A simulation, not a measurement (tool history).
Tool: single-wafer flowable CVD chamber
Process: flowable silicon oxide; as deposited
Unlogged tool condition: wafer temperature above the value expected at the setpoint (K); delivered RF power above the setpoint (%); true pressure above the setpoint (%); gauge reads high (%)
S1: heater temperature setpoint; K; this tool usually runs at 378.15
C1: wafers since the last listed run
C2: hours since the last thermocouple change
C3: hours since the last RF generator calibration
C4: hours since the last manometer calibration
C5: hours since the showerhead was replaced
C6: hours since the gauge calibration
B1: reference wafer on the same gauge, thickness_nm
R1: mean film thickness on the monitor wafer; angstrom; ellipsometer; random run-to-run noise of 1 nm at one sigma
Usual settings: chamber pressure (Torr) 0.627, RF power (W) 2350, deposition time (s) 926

run 1 hour=0.0 | S1=378.15 chamber_pressure_(Torr)=0.627 RF_power_(W)=2350 deposition_time_(s)=926 | C1=0 C2=1458.5 C3=1091.9 C4=1295.5 C5=7048.4 C6=503.7 | B1=254.835 | R1=3163.75
run 2 hour=21.8 | S1=378.15 chamber_pressure_(Torr)=0.627 RF_power_(W)=2350 deposition_time_(s)=926 | C1=47 C2=1480.3 C3=1113.7 C4=1317.3 C5=7070.2 C6=525.5 | B1=254.766 | R1=3151.32
run 3 hour=43.3 | S1=378.15 chamber_pressure_(Torr)=0.627 RF_power_(W)=2350 deposition_time_(s)=926 | C1=46 C2=1501.8 C3=1135.2 C4=1338.8 C5=7091.7 C6=547.0 | B1=254.987 | R1=3158.65
run 4 hour=58.2 | S1=378.15 chamber_pressure_(Torr)=0.627 RF_power_(W)=2145 deposition_time_(s)=926 | C1=32 C2=1516.7 C3=1150.1 C4=1353.7 C5=7106.6 C6=561.9 | B1=254.959 | R1=3089.07
run 5 hour=90.7 | S1=378.15 chamber_pressure_(Torr)=0.627 RF_power_(W)=2145 deposition_time_(s)=926 | C1=70 C2=1549.2 C3=1182.6 C4=1386.2 C5=7139.1 C6=594.4 | B1=255.005 | R1=3107.46
run 6 hour=119.4 | S1=378.15 chamber_pressure_(Torr)=0.627 RF_power_(W)=2350 deposition_time_(s)=926 | C1=62 C2=1577.9 C3=1211.3 C4=1414.9 C5=7167.8 C6=623.1 | B1=254.947 | R1=3168.12
run 7 hour=140.5 | S1=378.15 chamber_pressure_(Torr)=0.627 RF_power_(W)=2350 deposition_time_(s)=926 | C1=45 C2=1599.0 C3=1232.4 C4=1436.0 C5=7188.9 C6=644.2 | B1=254.968 | R1=3154.49
run 8 hour=174.0 | S1=378.15 chamber_pressure_(Torr)=0.627 RF_power_(W)=2350 deposition_time_(s)=926 | C1=72 C2=1632.5 C3=1265.9 C4=1469.5 C5=7222.4 C6=677.7 | B1=254.924 | R1=3175.04
run 9 hour=191.5 | S1=378.15 chamber_pressure_(Torr)=0.681 RF_power_(W)=2350 deposition_time_(s)=841 | C1=37 C2=1650.0 C3=1283.4 C4=1487.0 C5=7239.9 C6=695.2 | B1=255.213 | R1=3140.09
run 10 hour=226.8 | S1=378.15 chamber_pressure_(Torr)=0.627 RF_power_(W)=2350 deposition_time_(s)=926 | C1=76 C2=1685.3 C3=1318.7 C4=1522.3 C5=7275.2 C6=730.5 | B1=254.988 | R1=3177.07
run 11 hour=259.3 | S1=378.15 chamber_pressure_(Torr)=0.627 RF_power_(W)=2350 deposition_time_(s)=926 | C1=70 C2=1717.8 C3=1351.2 C4=1554.8 C5=7307.7 C6=763.0 | B1=254.827 | R1=3196.13
run 12 hour=288.2 | S1=378.15 chamber_pressure_(Torr)=0.627 RF_power_(W)=2350 deposition_time_(s)=926 | C1=62 C2=1746.7 C3=1380.1 C4=1583.7 C5=7336.6 C6=791.9 | B1=255.057 | R1=3181.55
run 13 hour=309.5 | S1=378.15 chamber_pressure_(Torr)=0.627 RF_power_(W)=2350 deposition_time_(s)=1110 | C1=46 C2=1768.0 C3=1401.4 C4=1605.0 C5=7357.9 C6=813.2 | B1=255.037 | R1=3835.44
-- hour=331.5 thermocouple changed; heater temperature recalibrated
run 14 hour=341.7 | S1=368.15 chamber_pressure_(Torr)=0.489 RF_power_(W)=2775 deposition_time_(s)=1010 | C1=52 C2=10.2 C3=1433.6 C4=1637.2 C5=7390.1 C6=845.4 | B1=254.886 | R1=3723.74
-- hour=354.1 showerhead replaced
run 15 hour=372.5 | S1=378.15 chamber_pressure_(Torr)=0.627 RF_power_(W)=2350 deposition_time_(s)=926 | C1=49 C2=41.0 C3=1464.4 C4=1668.0 C5=18.4 C6=876.2 | B1=254.733 | R1=2993.08
run 16 hour=399.2 | S1=378.15 chamber_pressure_(Torr)=0.627 RF_power_(W)=2350 deposition_time_(s)=926 | C1=57 C2=67.7 C3=1491.1 C4=1694.7 C5=45.1 C6=902.9 | B1=255.221 | R1=3012.88
run 17 hour=433.6 | S1=378.15 chamber_pressure_(Torr)=0.627 RF_power_(W)=2505 deposition_time_(s)=926 | C1=74 C2=102.1 C3=1525.5 C4=1729.1 C5=79.5 C6=937.3 | B1=254.927 | R1=3044.12
run 18 hour=461.6 | S1=378.15 chamber_pressure_(Torr)=0.531 RF_power_(W)=2350 deposition_time_(s)=926 | C1=60 C2=130.1 C3=1553.5 C4=1757.1 C5=107.5 C6=965.3 | B1=254.944 | R1=2554.88
-- hour=482.0 gauge calibrated
-- hour=541.2 capacitance manometer re-zeroed and calibrated
run 19 hour=541.7 | S1=378.15 chamber_pressure_(Torr)=0.548 RF_power_(W)=2480 deposition_time_(s)=790 | C1=156 C2=210.2 C3=1633.6 C4=0.5 C5=187.6 C6=59.7 | B1=254.668 | R1=2384.68
run 20 hour=560.4 | S1=378.15 chamber_pressure_(Torr)=0.627 RF_power_(W)=2350 deposition_time_(s)=926 | C1=40 C2=228.9 C3=1652.3 C4=19.2 C5=206.3 C6=78.4 | B1=255.017 | R1=3177.82
-- hour=580.8 RF generator calibrated
run 21 hour=581.3 | S1=378.15 chamber_pressure_(Torr)=0.627 RF_power_(W)=1950 deposition_time_(s)=839 | C1=27 C2=249.8 C3=0.5 C4=40.1 C5=227.2 C6=99.3 | B1=254.964 | R1=2759.92
run 22 hour=643.7 | S1=378.15 chamber_pressure_(Torr)=0.507 RF_power_(W)=2690 deposition_time_(s)=926 | C1=135 C2=312.2 C3=62.9 C4=102.5 C5=289.6 C6=161.7 | B1=255.102 | R1=2584.99
run 23 hour=671.5 | S1=391.15 chamber_pressure_(Torr)=0.627 RF_power_(W)=2350 deposition_time_(s)=1006 | C1=60 C2=340.0 C3=90.7 C4=130.3 C5=317.4 C6=189.5 | B1=255.178 | R1=2203.40
run 24 hour=693.0 | S1=369.15 chamber_pressure_(Torr)=0.627 RF_power_(W)=2350 deposition_time_(s)=926 | C1=46 C2=361.5 C3=112.2 C4=151.8 C5=338.9 C6=211.0 | B1=254.778 | R1=4308.78
run 25 hour=721.8 | S1=378.15 chamber_pressure_(Torr)=0.627 RF_power_(W)=2350 deposition_time_(s)=926 | C1=62 C2=390.3 C3=141.0 C4=180.6 C5=367.7 C6=239.8 | B1=254.870 | R1=3133.32
run 26 hour=735.2 | S1=390.15 chamber_pressure_(Torr)=0.627 RF_power_(W)=2800 deposition_time_(s)=926 | C1=29 C2=403.7 C3=154.4 C4=194.0 C5=381.1 C6=253.2 | B1=255.073 | R1=2135.08
run 27 hour=764.1 | S1=378.15 chamber_pressure_(Torr)=0.627 RF_power_(W)=2475 deposition_time_(s)=926 | C1=62 C2=432.6 C3=183.3 C4=222.9 C5=410.0 C6=282.1 | B1=254.940 | R1=3151.20

What was the tool's hidden state at every run in the log?
delivered RF power above the setpoint (%): 0 in every run
gauge reads high (%): 0 in every run
H1: wafer temperature above the value expected at the setpoint (K)
H2: true pressure above the setpoint (%)
run=1 H1=-1.22 H2=-4.85
run=2 H1=-1.25 H2=-4.88
run=3 H1=-1.28 H2=-4.91
run=4 H1=-1.31 H2=-4.93
run=5 H1=-1.36 H2=-4.96
run=6 H1=-1.4 H2=-5
run=7 H1=-1.44 H2=-5.02
run=8 H1=-1.49 H2=-5.05
run=9 H1=-1.52 H2=-5.07
run=10 H1=-1.58 H2=-5.1
run=11 H1=-1.64 H2=-5.13
run=12 H1=-1.69 H2=-5.16
run=13 H1=-1.73 H2=-5.18
run=14 H1=-0.109 H2=-5.2
run=15 H1=-0.11 H2=-5.23
run=16 H1=-0.112 H2=-5.25
run=17 H1=-0.115 H2=-5.27
run=18 H1=-0.118 H2=-5.29
run=19 H1=-0.132 H2=-0.55
run=20 H1=-0.136 H2=-0.713
run=21 H1=-0.142 H2=-0.891
run=22 H1=-0.16 H2=-1.39
run=23 H1=-0.169 H2=-1.6
run=24 H1=-0.177 H2=-1.75
run=25 H1=-0.188 H2=-1.95
run=26 H1=-0.193 H2=-2.04
run=27 H1=-0.206 H2=-2.23
